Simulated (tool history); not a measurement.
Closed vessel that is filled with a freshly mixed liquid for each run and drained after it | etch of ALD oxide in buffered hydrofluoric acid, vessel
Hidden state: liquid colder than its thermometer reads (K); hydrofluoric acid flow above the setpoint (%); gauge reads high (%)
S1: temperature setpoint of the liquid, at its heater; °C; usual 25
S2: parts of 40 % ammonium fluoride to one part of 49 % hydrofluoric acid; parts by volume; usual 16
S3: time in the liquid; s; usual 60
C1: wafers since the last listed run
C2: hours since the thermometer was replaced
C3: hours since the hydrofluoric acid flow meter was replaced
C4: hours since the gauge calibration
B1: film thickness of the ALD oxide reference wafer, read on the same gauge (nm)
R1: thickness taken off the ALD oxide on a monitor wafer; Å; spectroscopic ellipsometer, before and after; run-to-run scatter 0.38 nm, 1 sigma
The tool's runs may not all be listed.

| run | hour | S1 | S2 | S3 | C1 | C2 | C3 | C4 | B1 | R1 |
|---|---|---|---|---|---|---|---|---|---|---|
| 1 | 0 | 25 | 12.5 | 60 | 0 | 1176 | 906 | 1335.7 | 59.97 | 620.2 |
| 2 | 63.1 | 28.5 | 16 | 60 | 6837 | 1239.1 | 969.1 | 1398.8 | 60.03 | 585.8 |
|  | 67.4 | gauge calibrated |
| 3 | 115.6 | 28.5 | 16 | 85 | 5689 | 1291.6 | 1021.6 | 48.2 | 60.04 | 815.2 |
| 4 | 152.5 | 25 | 19 | 50 | 3998 | 1328.5 | 1058.5 | 85.1 | 59.99 | 343.2 |
| 5 | 212.8 | 25 | 19 | 50 | 6534 | 1388.8 | 1118.8 | 145.4 | 59.96 | 339.6 |
| 6 | 278 | 25 | 18 | 60 | 7065 | 1454 | 1184 | 210.6 | 60.01 | 424.5 |
| 7 | 311.8 | 25 | 18 | 60 | 3662 | 1487.8 | 1217.8 | 244.4 | 60.02 | 427.8 |
| 8 | 356.8 | 25 | 16 | 60 | 4876 | 1532.8 | 1262.8 | 289.4 | 60.01 | 483.3 |
| 9 | 396.8 | 25 | 18.5 | 60 | 4334 | 1572.8 | 1302.8 | 329.4 | 59.98 | 420 |
| 10 | 457.3 | 25 | 18.5 | 60 | 6556 | 1633.3 | 1363.3 | 389.9 | 60.01 | 417.4 |
|  | 487.3 | thermometer replaced |
| 11 | 554.5 | 25 | 16 | 60 | 10424 | 67.2 | 1460.5 | 487.1 | 60.01 | 515.2 |
| 12 | 610.7 | 25 | 16 | 60 | 6090 | 123.4 | 1516.7 | 543.3 | 59.95 | 509.3 |
| 13 | 682.2 | 25 | 16 | 60 | 7748 | 194.9 | 1588.2 | 614.8 | 60.01 | 514.1 |
| 14 | 706.8 | 25 | 13 | 60 | 2665 | 219.5 | 1612.8 | 639.4 | 60 | 622.2 |
| 15 | 750.9 | 25 | 16 | 60 | 4778 | 263.6 | 1656.9 | 683.5 | 60.01 | 508.4 |
| 16 | 816.5 | 28.5 | 19.5 | 60 | 7108 | 329.2 | 1722.5 | 749.1 | 59.97 | 502.7 |
| 17 | 868.8 | 22.5 | 22 | 90 | 5667 | 381.5 | 1774.8 | 801.4 | 60.02 | 490.7 |
| 18 | 917.7 | 26.5 | 21 | 45 | 5299 | 430.4 | 1823.7 | 850.3 | 60.02 | 316.3 |
| 19 | 987 | 25 | 21.5 | 85 | 7509 | 499.7 | 1893 | 919.6 | 59.98 | 539.5 |
| 20 | 1017.1 | 25 | 16 | 60 | 3261 | 529.8 | 1923.1 | 949.7 | 60.02 | 501.6 |
|  | 1058.1 | hydrofluoric acid flow meter replaced |
| 21 | 1067.7 | 22 | 9.5 | 50 | 5374 | 580.4 | 9.6 | 1000.3 | 59.98 | 549.2 |
| 22 | 1112.9 | 27 | 21 | 50 | 4898 | 625.6 | 54.8 | 1045.5 | 60 | 344.3 |
| 23 | 1174.7 | 22.5 | 13.5 | 80 | 6696 | 687.4 | 116.6 | 1107.3 | 60.01 | 657.2 |
| 24 | 1238.8 | 25 | 20.5 | 95 | 6946 | 751.5 | 180.7 | 1171.4 | 59.98 | 590.8 |
|  | 1242.6 | gauge calibrated |
| 25 | 1293.3 | 20.5 | 16 | 60 | 5905 | 806 | 235.2 | 50.7 | 60.04 | 373.8 |
| 26 | 1348.9 | 25 | 16 | 90 | 6025 | 861.6 | 290.8 | 106.3 | 60.01 | 725.6 |
| 27 | 1416.3 | 29.5 | 16 | 60 | 7303 | 929 | 358.2 | 173.7 | 60 | 607.2 |
| 28 | 1569.3 | 20.5 | 13 | 60 | 16579 | 1082 | 511.2 | 326.7 | 60.03 | 455.7 |
| 29 | 1626.9 | 25 | 16 | 60 | 6241 | 1139.6 | 568.8 | 384.3 | 60.03 | 475.5 |
| 30 | 1693.7 | 22.5 | 21 | 60 | 7238 | 1206.4 | 635.6 | 451.1 | 59.99 | 319.2 |
| 31 | 1738.9 | 28 | 11 | 60 | 4898 | 1251.6 | 680.8 | 496.3 | 60 | 799.1 |
| 32 | 1791.7 | 25 | 16 | 60 | 5721 | 1304.4 | 733.6 | 549.1 | 60.03 | 473 |
| 33 | 1859.6 | 30 | 16 | 60 | 7357 | 1372.3 | 801.5 | 617 | 59.98 | 618 |
| 34 | 1896.1 | 22.5 | 16 | 95 | 3955 | 1408.8 | 838 | 653.5 | 60.01 | 654 |

What if the next run were any one of these 4? Each begins from the tool's condition after run 34:
| A | 1896.8 | 25 | 16 | 60 | 75 | 1409.5 | 838.7 | 654.2 | ? | ? |
| B | 1896.8 | 28.5 | 20.5 | 90 | 75 | 1409.5 | 838.7 | 654.2 | ? | ? |
| C | 1896.8 | 29 | 16 | 60 | 75 | 1409.5 | 838.7 | 654.2 | ? | ? |
| D | 1896.8 | 25 | 16 | 45 | 75 | 1409.5 | 838.7 | 654.2 | ? | ? |

| run | B1 | R1 |
|---|---|---|
| A | 60 | 473 |
| B | 60 | 672.3 |
| C | 60 | 587.5 |
| D | 60 | 354.8 |
Had the tool no hidden state, the same runs would have come out as:
| run | R1 |
|---|---|
| A | 502.9 |
| B | 718.8 |
| C | 623.2 |
| D | 377.2 |
